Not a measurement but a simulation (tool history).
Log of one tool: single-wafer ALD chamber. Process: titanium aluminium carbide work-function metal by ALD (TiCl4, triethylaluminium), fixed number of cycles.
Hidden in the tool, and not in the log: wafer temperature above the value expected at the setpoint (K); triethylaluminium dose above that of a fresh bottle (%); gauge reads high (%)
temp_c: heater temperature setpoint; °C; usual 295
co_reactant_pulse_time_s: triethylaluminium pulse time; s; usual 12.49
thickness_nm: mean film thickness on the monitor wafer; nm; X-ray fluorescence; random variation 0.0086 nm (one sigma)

run,day,temp_c,co_reactant_pulse_time_s,wafers since the last listed run,hours since the last thermocouple change,hours since the last triethylaluminium bottle change,hours since the showerhead was replaced,hours since the gauge calibration,"read-back reference wafer on the same gauge, thickness_nm",thickness_nm
1,0.000,295,12.49,0,1136.8,415.8,4459.1,253.2,1.938,1.822
2,0.579,288,16.44,108,1150.7,429.7,4473.0,267.1,1.940,1.848
3,1.083,295,12.49,94,1162.8,441.8,4485.1,279.2,1.941,1.803
4,1.775,295,12.49,129,1179.4,458.4,4501.7,295.8,1.940,1.785
5,2.325,295,16.12,103,1192.6,471.6,4514.9,309.0,1.939,1.903
6,2.675,295,16.12,65,1201.0,480.0,4523.3,317.4,1.939,1.902
7,3.225,295,16.12,103,1214.2,493.2,4536.5,330.6,1.940,1.887
8,3.754,295,12.49,99,1226.9,505.9,4549.2,343.3,1.940,1.771
9,4.012,295,12.49,48,1233.1,512.1,4555.4,349.5,1.938,1.775
10,4.375,295,12.49,67,1241.8,520.8,4564.1,358.2,1.938,1.759
11,4.846,295,12.49,88,1253.1,532.1,4575.4,369.5,1.940,1.755
12,6.396,295,12.49,290,1290.3,569.3,4612.6,406.7,1.940,1.734
13,6.804,295,12.49,76,1300.1,579.1,4622.4,416.5,1.938,1.721
# day 7.300: showerhead replaced
14,7.321,302,14.68,34,1312.5,591.5,0.5,428.9,1.939,1.859
# day 7.425: gauge calibrated
# day 7.996: triethylaluminium bottle replaced
15,8.017,309,14.30,67,1329.2,0.5,17.2,14.2,1.938,2.063
16,8.354,295,10.09,63,1337.3,8.6,25.3,22.3,1.941,1.856
17,9.083,285,15.04,136,1354.8,26.1,42.8,39.8,1.940,1.860
18,9.812,302,11.08,136,1372.3,43.6,60.3,57.3,1.938,1.942
19,10.312,300,9.50,93,1384.3,55.6,72.3,69.3,1.941,1.849
# day 10.912: thermocouple changed; heater temperature recalibrated
20,10.933,308,8.75,53,0.5,70.5,87.2,84.2,1.942,1.849
21,11.483,302,9.52,103,13.7,83.7,100.4,97.4,1.940,1.854
22,11.758,305,10.81,51,20.3,90.3,107.0,104.0,1.940,1.950
23,13.104,309,7.97,252,52.6,122.6,139.3,136.3,1.939,1.756
24,13.596,302,14.68,92,64.4,134.4,151.1,148.1,1.941,1.997
25,14.229,302,11.08,118,79.6,149.6,166.3,163.3,1.943,1.914
26,14.650,295,12.49,78,89.7,159.7,176.4,173.4,1.942,1.886

Some steps in thickness_nm between neighbouring runs. How much of each would the tool show without its hidden state too (settings, what came in, random variation), and how much is left for the hidden state, with any gauge scatter that isn't in both results?
Run 7 -> 8: co_reactant_pulse_time_s 16.12 -> 12.49. thickness_nm -0.116 nm: hidden state -0.098, all else -0.018.
Run 14 -> 15: temp_c 302 -> 309, co_reactant_pulse_time_s 14.68 -> 14.30, gauge calibrated, triethylaluminium bottle replaced. thickness_nm +0.204 nm: hidden state +0.145, all else +0.059.
Run 15 -> 16: temp_c 309 -> 295, co_reactant_pulse_time_s 14.30 -> 10.09. thickness_nm -0.207 nm: hidden state -0.019, all else -0.188.
Run 23 -> 24: temp_c 309 -> 302, co_reactant_pulse_time_s 7.97 -> 14.68. thickness_nm +0.241 nm: hidden state +0.088, all else +0.153.
